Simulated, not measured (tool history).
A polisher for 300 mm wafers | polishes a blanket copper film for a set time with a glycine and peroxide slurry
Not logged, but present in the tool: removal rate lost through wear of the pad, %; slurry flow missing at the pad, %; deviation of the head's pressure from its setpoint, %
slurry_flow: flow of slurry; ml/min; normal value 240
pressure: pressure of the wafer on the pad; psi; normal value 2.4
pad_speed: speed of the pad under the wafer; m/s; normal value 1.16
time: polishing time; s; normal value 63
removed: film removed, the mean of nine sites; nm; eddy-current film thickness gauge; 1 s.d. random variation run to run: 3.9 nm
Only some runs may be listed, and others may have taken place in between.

run,hour,slurry_flow,pressure,pad_speed,time,wafers since the last listed run,wafers polished on this pad,hours since the slurry nozzle was cleaned,hours since the head pressure was calibrated,"incoming thickness of the incoming film, nm",removed
1,0,240,2.4,1.16,63,0,2924,230.4,258,1228.6,307.7
2,40.4,295,2,1.16,63,290,3215,270.8,298.4,1238.5,285.6
# hour 96.6: worn pad replaced by a new one
3,101.1,240,2.4,1.16,63,408,32,331.5,359.1,1216.5,300.1
4,145.3,240,2.4,1.16,63,318,350,375.7,403.3,1225.9,297.9
5,181,240,2.4,1.16,63,256,607,411.4,439,1215.6,294.7
6,251,185,2.4,1.16,63,503,1111,481.4,509,1238.1,278.1
# hour 277.5: slurry nozzle cleaned
7,288.1,240,2.4,1.28,51,259,1370,10.6,546.1,1235.2,286.8
8,491.3,240,2.4,1.28,51,1462,2833,213.8,749.3,1194.5,272.5
9,556.5,240,2.4,1.16,63,469,3302,279,814.5,1232.4,301.6
# hour 566: worn pad replaced by a new one
10,616.1,240,2.4,1.16,63,400,360,338.6,874.1,1220,303.5
11,664.4,240,2.4,1.16,63,347,707,386.9,922.4,1243.8,295.9
# hour 688.2: head pressure recalibrated
12,725.3,240,2.4,1.36,63,423,1131,447.8,37.1,1240.5,342.6
# hour 770.8: slurry nozzle cleaned
13,796.5,240,2.4,1.36,63,505,1637,25.7,108.3,1215,369.2
14,853.9,240,2.4,1.36,63,413,2050,83.1,165.7,1213.3,367.9
15,892.3,195,2.4,1.16,63,276,2326,121.5,204.1,1218.8,297
16,959.2,240,2.7,0.88,63,481,2808,188.4,271,1205.2,254.1
17,986.4,240,2.7,0.88,63,195,3003,215.6,298.2,1243.7,260.7
# hour 1034.3: worn pad replaced by a new one
18,1053,270,2.4,1.16,63,450,134,282.2,364.8,1233.4,304.6
19,1120.1,270,2,1.42,57,482,617,349.3,431.9,1213.8,299.2
# hour 1169.8: slurry nozzle cleaned
20,1187.3,160,3.1,0.86,57,476,1093,17.5,499.1,1198.6,247.7
21,1376.4,240,2.4,0.88,63,1360,2454,206.6,688.2,1225.6,244.6
22,1437.5,295,2,1.16,63,439,2894,267.7,749.3,1225.5,292
23,1463.5,240,2.4,0.9,63,187,3081,293.7,775.3,1232.4,248.4
24,1498.9,175,2.4,1.44,63,254,3336,329.1,810.7,1221.9,336.5
# hour 1510.8: worn pad replaced by a new one
25,1524.7,320,2.4,0.86,72,156,99,354.9,836.5,1233.9,284
26,1633.5,240,2.4,1.16,83,783,882,463.7,945.3,1236.5,395.1
# hour 1637.8: head pressure recalibrated
27,1667.6,240,2.4,1.16,63,231,1113,497.8,29.8,1216.1,296.1
# hour 1675.8: slurry nozzle cleaned
28,1701.5,155,2.7,1.54,63,236,1350,25.7,63.7,1232.4,399.6
29,1766.7,320,2.4,1.16,63,469,1819,90.9,128.9,1238.8,331.4
30,1802.7,240,2.4,1.16,63,259,2078,126.9,164.9,1204.5,315.7
31,1835,240,2.4,1.16,70,232,2311,159.2,197.2,1242.7,333.9
32,1900.1,240,1.8,1.16,76,468,2779,224.3,262.3,1209.5,314.9
33,1969.1,185,2.4,1.46,83,496,3276,293.3,331.3,1219.2,451
34,2000.7,240,2.4,1.16,63,227,3504,324.9,362.9,1222.2,300.5
# hour 2006.8: worn pad replaced by a new one
35,2040.1,285,2.4,1.16,63,254,239,364.3,402.3,1200.5,306.6
36,2106.5,240,2.6,1.16,63,477,717,430.7,468.7,1223.7,305.3
37,2172.1,240,3.1,1.5,63,472,1189,496.3,534.3,1231.4,408.1
# hour 2176: slurry nozzle cleaned
38,2204.8,240,1.6,1.16,63,228,1417,28.8,567,1239,267.2

Across each entry between runs, compare the hidden state at the last listed run before it with the hidden state at the first listed run after it:
Between runs 2 and 3: worn pad replaced by a new one (hour 96.6)
  slurry flow missing at the pad, %: 40.8 -> 43.1
  what was measured, less what the result would be without the hidden state, removed: -21.3 -> -31.1 nm
Between runs 6 and 7: slurry nozzle cleaned (hour 277.5)
  slurry flow missing at the pad, %: 46.1 -> 5.65
  what was measured, less what the result would be without the hidden state, removed: -43.7 -> -2.1 nm
Between runs 9 and 10: worn pad replaced by a new one (hour 566)
  slurry flow missing at the pad, %: 38.2 -> 40.4
  what was measured, less what the result would be without the hidden state, removed: -24.9 -> -27.7 nm
Between runs 11 and 12: head pressure recalibrated (hour 688.2)
  slurry flow missing at the pad, %: 41.6 -> 42.7
  what was measured, less what the result would be without the hidden state, removed: -28.5 -> -34.7 nm
Between runs 12 and 13: slurry nozzle cleaned (hour 770.8)
  slurry flow missing at the pad, %: 42.7 -> 13.3
  what was measured, less what the result would be without the hidden state, removed: -34.7 -> -7 nm
Between runs 17 and 18: worn pad replaced by a new one (hour 1034.3)
  slurry flow missing at the pad, %: 38.6 -> 42.3
  what was measured, less what the result would be without the hidden state, removed: -21.9 -> -26.7 nm
Between runs 19 and 20: slurry nozzle cleaned (hour 1169.8)
  slurry flow missing at the pad, %: 44.6 -> 6.27
  what was measured, less what the result would be without the hidden state, removed: -29.2 -> -3.1 nm
Between runs 24 and 25: worn pad replaced by a new one (hour 1510.8)
  slurry flow missing at the pad, %: 39 -> 39.7
  what was measured, less what the result would be without the hidden state, removed: -40.4 -> -18.5 nm
Between runs 26 and 27: head pressure recalibrated (hour 1637.8)
  slurry flow missing at the pad, %: 41.8 -> 42.2
  what was measured, less what the result would be without the hidden state, removed: -38.4 -> -29.4 nm
Between runs 27 and 28: slurry nozzle cleaned (hour 1675.8)
  slurry flow missing at the pad, %: 42.2 -> 14.5
  what was measured, less what the result would be without the hidden state, removed: -29.4 -> -13.6 nm
Between runs 34 and 35: worn pad replaced by a new one (hour 2006.8)
  slurry flow missing at the pad, %: 45.1 -> 46.2
  what was measured, less what the result would be without the hidden state, removed: -34 -> -30.3 nm
Between runs 37 and 38: slurry nozzle cleaned (hour 2176)
  slurry flow missing at the pad, %: 48.5 -> 9.95
  what was measured, less what the result would be without the hidden state, removed: -53.7 -> -3.7 nm

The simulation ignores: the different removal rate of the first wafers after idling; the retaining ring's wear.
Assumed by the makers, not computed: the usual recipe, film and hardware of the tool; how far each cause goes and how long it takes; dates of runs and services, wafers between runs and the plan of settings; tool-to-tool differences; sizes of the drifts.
